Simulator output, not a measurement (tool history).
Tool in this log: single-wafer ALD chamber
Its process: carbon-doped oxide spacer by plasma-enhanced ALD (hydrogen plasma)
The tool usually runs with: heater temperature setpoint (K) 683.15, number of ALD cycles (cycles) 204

run	hour	heater temperature setpoint (K)	number of ALD cycles (cycles)	wafers since the last listed run	hours since the last thermocouple change	hours since the gauge calibration	read-back reference wafer on the same gauge, thickness_nm	mean film thickness on the monitor wafer (angstrom)
1	0	683.15	204	0	1990.2	118.7	8.299	99.86
2	16.3	683.15	204	28	2006.5	135	8.3	100.82
3	32.1	683.15	204	27	2022.3	150.8	8.301	100.28
4	38.9	683.15	204	12	2029.1	157.6	8.294	100.41
5	47.2	683.15	204	14	2037.4	165.9	8.297	100.71
6	60.8	683.15	204	24	2051	179.5	8.297	100.47
7	68.8	688.15	204	14	2059	187.5	8.301	99.09
8	77.7	688.15	204	15	2067.9	196.4	8.304	98.61
9	89.4	688.15	204	20	2079.6	208.1	8.302	99.07
10	102.7	683.15	233	23	2092.9	221.4	8.303	115.23
11	109.9	683.15	204	12	2100.1	228.6	8.295	100.94
12	115.9	683.15	204	10	2106.1	234.6	8.307	100.88
13	121.9	675.15	204	10	2112.1	240.6	8.298	102.46
# hour 123.3: gauge calibrated
14	137.9	675.15	204	28	2128.1	14.6	8.297	103.03
15	152.6	683.15	204	26	2142.8	29.3	8.296	100.41
# hour 167.8: thermocouple changed; heater temperature recalibrated
16	168.3	683.15	204	13	0.5	45	8.303	99.91
17	170	691.15	164	3	2.2	46.7	8.3	78.6
18	179.4	698.15	190	16	11.6	56.1	8.296	89.98
19	196	683.15	235	29	28.2	72.7	8.305	115.92
20	204.4	697.15	179	14	36.6	81.1	8.302	84.78
21	213.8	683.15	204	16	46	90.5	8.299	100.25
22	229.5	683.15	204	27	61.7	106.2	8.303	100.16
23	245.5	689.15	190	28	77.7	122.2	8.305	91.48
24	252.5	669.15	204	12	84.7	129.2	8.304	103.45
25	288.8	671.15	231	64	121	165.5	8.303	116.78
26	294.9	671.15	177	10	127.1	171.6	8.301	89.45
27	308.9	683.15	204	24	141.1	185.6	8.3	100.05
28	315.8	693.15	179	12	148	192.5	8.3	85.64
29	332.3	688.15	204	29	164.5	209	8.299	98.76
# hour 337.9: gauge calibrated
30	349.9	683.15	244	31	182.1	12	8.303	119.92
31	366.3	674.15	204	29	198.5	28.4	8.303	102.92

Hidden state at the last listed run before each entry between runs and at the first one after, where it differs:
From run 13 to run 14: gauge calibrated (hour 123.3)
  the hidden state is the same at both runs
From run 15 to run 16: thermocouple changed; heater temperature recalibrated (hour 167.8)
  the hidden state is the same at both runs
From run 29 to run 30: gauge calibrated (hour 337.9)
  the hidden state is the same at both runs
